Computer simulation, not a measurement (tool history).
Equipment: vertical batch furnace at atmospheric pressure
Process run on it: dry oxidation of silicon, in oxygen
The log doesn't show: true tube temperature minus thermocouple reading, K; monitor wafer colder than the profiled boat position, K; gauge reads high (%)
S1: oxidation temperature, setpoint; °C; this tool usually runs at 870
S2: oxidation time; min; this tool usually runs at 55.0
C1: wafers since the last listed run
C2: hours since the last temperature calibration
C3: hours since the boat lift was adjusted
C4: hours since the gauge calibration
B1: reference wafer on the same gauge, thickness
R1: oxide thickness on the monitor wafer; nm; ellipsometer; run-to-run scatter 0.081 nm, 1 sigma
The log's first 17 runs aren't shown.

Run 18, day 32.612: usual settings but S2 46.0 min; C1 882; C2 1462.3; C3 4632.3; C4 2099.2; B1 23.48. Result: R1 24.14 nm.
Run 19, day 35.088: usual settings; C1 961; C2 1521.7; C3 4691.7; C4 2158.6; B1 23.51. Result: R1 25.22 nm.
Run 20, day 37.317: usual settings but S1 862 °C, S2 75.0 min; C1 865; C2 1575.2; C3 4745.2; C4 2212.1; B1 23.49. Result: R1 26.36 nm.
At day 38.450: gauge calibrated.
Run 21, day 39.675: usual settings; C1 916; C2 1631.8; C3 4801.8; C4 29.4; B1 23.53. Result: R1 25.12 nm.
Run 22, day 41.512: usual settings but S1 879 °C, S2 69.0 min; C1 713; C2 1675.9; C3 4845.9; C4 73.5; B1 23.49. Result: R1 27.82 nm.
Run 23, day 44.150: usual settings; C1 1024; C2 1739.2; C3 4909.2; C4 136.8; B1 23.51. Result: R1 25.26 nm.
At day 45.642: thermocouples replaced and temperature profile calibrated.
Run 24, day 45.662: usual settings but S1 858 °C, S2 80.0 min; C1 199; C2 0.5; C3 4945.5; C4 173.1; B1 23.52. Result: R1 25.94 nm.
At day 46.667: boat lift adjusted.
Run 25, day 46.688: usual settings but S1 849 °C, S2 47.0 min; C1 9; C2 25.1; C3 0.5; C4 197.7; B1 23.50. Result: R1 22.52 nm.
Run 26, day 47.788: usual settings; C1 427; C2 51.5; C3 26.9; C4 224.1; B1 23.51. Result: R1 24.87 nm.
Run 27, day 50.733: usual settings but S1 862 °C, S2 75.0 min; C1 1144; C2 122.2; C3 97.6; C4 294.8; B1 23.47. Result: R1 25.93 nm.
Run 28, day 53.083: usual settings but S1 845 °C, S2 66.0 min; C1 912; C2 178.6; C3 154.0; C4 351.2; B1 23.52. Result: R1 23.71 nm.
Run 29, day 55.738: usual settings but S1 849 °C, S2 46.5 min; C1 1031; C2 242.3; C3 217.7; C4 414.9; B1 23.50. Result: R1 22.51 nm.
Run 30, day 57.771: usual settings; C1 789; C2 291.1; C3 266.5; C4 463.7; B1 23.51. Result: R1 24.97 nm.
Run 31, day 60.350: usual settings but S1 859 °C, S2 70.0 min; C1 1001; C2 353.0; C3 328.4; C4 525.6; B1 23.51. Result: R1 25.23 nm.
Run 32, day 63.062: usual settings but S2 68.0 min; C1 1053; C2 418.1; C3 393.5; C4 590.7; B1 23.47. Result: R1 26.33 nm.
Run 33, day 65.996: usual settings but S2 75.5 min; C1 1139; C2 488.5; C3 463.9; C4 661.1; B1 23.52. Result: R1 27.02 nm.
Run 34, day 68.592: usual settings but S1 894 °C, S2 35.5 min; C1 1008; C2 550.8; C3 526.2; C4 723.4; B1 23.51. Result: R1 24.68 nm.
Run 35, day 70.133: usual settings but S1 859 °C, S2 44.0 min; C1 598; C2 587.8; C3 563.2; C4 760.4; B1 23.51. Result: R1 22.97 nm.
Run 36, day 72.000: usual settings; C1 725; C2 632.6; C3 608.0; C4 805.2; B1 23.53. Result: R1 24.99 nm.

What if the next run were any one of these 5? Each begins from the tool's condition after run 36:
Run A, day 72.217: usual settings; C1 84; C2 637.8; C3 613.2; C4 810.4; B1 ?. Result: R1 ?.
Run B, day 72.217: usual settings but S1 846 °C, S2 41.5 min; C1 84; C2 637.8; C3 613.2; C4 810.4; B1 ?. Result: R1 ?.
Run C, day 72.217: usual settings but S1 845 °C, S2 74.5 min; C1 84; C2 637.8; C3 613.2; C4 810.4; B1 ?. Result: R1 ?.
Run D, day 72.217: usual settings but S1 846 °C, S2 29.5 min; C1 84; C2 637.8; C3 613.2; C4 810.4; B1 ?. Result: R1 ?.
Run E, day 72.217: usual settings but S1 846 °C, S2 63.0 min; C1 84; C2 637.8; C3 613.2; C4 810.4; B1 ?. Result: R1 ?.

run     B1     R1
  A  23.50  24.90
  B  23.50  21.98
  C  23.50  24.28
  D  23.50  21.08
  E  23.50  23.55
Stripped of hidden state, with their random variation kept, the same runs would have yielded:
run     R1
  A  24.75
  B  21.90
  C  24.14
  D  21.02
  E  23.43

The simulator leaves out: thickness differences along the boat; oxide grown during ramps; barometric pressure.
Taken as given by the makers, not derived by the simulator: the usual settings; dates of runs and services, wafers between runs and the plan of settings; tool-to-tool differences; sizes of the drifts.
